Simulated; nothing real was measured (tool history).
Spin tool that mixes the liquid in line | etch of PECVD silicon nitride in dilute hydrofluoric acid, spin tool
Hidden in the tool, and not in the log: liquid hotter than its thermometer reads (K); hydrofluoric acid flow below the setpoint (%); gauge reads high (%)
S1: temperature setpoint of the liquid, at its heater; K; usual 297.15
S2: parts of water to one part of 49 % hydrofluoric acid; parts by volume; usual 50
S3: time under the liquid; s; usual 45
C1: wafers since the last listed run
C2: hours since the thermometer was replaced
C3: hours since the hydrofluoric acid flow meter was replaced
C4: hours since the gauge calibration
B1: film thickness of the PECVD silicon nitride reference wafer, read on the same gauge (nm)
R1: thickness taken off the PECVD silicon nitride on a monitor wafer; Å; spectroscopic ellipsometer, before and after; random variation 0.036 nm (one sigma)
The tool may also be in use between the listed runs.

run   hour      S1  S2  S3   C1     C2     C3     C4      B1     R1
  1      0  300.65  50  45    0  640.8  365.7  184.4  90.014  61.19
  2     19  297.15  45  45  254  659.8  384.7  203.4  90.013  54.88
  3     40  297.15  45  45  281  680.8  405.7  224.4  90.013   54.7
  4   81.6  297.15  50  45  557  722.4  447.3    266  90.032  49.42
  5   98.9  297.15  50  45  231  739.7  464.6  283.3  89.982  50.25
  6  129.8  297.15  50  45  414  770.6  495.5  314.2  90.004  50.22
     146.7  -- thermometer replaced
     158.6  -- gauge calibrated
  7  162.9  297.15  50  45  430   16.2  528.6    4.3  90.015  44.52
  8  177.5  293.65  60  60  195   30.8  543.2   18.9  90.055  38.56
     181.3  -- hydrofluoric acid flow meter replaced
  9  195.4  297.15  30  55  226   48.7   14.1   36.8  89.977  90.06
 10  221.5  297.15  50  45  349   74.8   40.2   62.9  90.018  45.01
 11  252.6  295.15  30  20  416  105.9   71.3     94  89.969  28.83
 12    279  297.15  40  30  353  132.3   97.7  120.4  89.993  37.69
 13  311.5  298.65  75  45  435  164.8  130.2  152.9  90.011  33.56

Run 14 comes next. What will it give?
 14  327.7  300.65  70  30  217  181  146.4  169.1   ?   ?

B1: 89.978
R1: 27.6 Å
Without the tool's hidden state the same run would have given R1 25.05 Å.
